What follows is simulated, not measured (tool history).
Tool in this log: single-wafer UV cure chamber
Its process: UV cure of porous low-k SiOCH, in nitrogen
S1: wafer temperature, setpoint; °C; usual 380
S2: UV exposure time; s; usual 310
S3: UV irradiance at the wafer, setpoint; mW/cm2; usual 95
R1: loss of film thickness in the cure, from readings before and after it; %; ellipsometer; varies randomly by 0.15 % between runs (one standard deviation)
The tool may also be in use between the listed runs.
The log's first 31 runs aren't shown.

run    hour   S1   S2   S3      R1
 32  2194.1  390  425  124  14.778
 33  2285.4  388  405  110  13.698
 34  2370.7  380  460  120  14.317
 35  2458.0  371  250   85   9.785
 36  2542.6  399  165  114   9.644
 37  2687.1  380  310   95  10.940
     2696.9  -- quartz window cleaned
 38  2868.3  370  240   95  10.404
     2931.1  -- UV bulbs replaced
 39  2931.6  388  310   66  10.036
 40  2995.2  380  310   95  11.610

Forecast each of these 4 alternatives for the next run:
  A  2995.6  380  310   95   ?
  B  2995.6  370  455   75   ?
  C  2995.6  396  310  134   ?
  D  2995.6  395  310   75   ?

run      R1
  A  11.591
  B  12.068
  C  13.453
  D  10.808
The same runs, with their run-to-run variation unchanged, on a tool lacking any hidden condition would have given:
run      R1
  A  12.190
  B  12.673
  C  14.072
  D  11.395
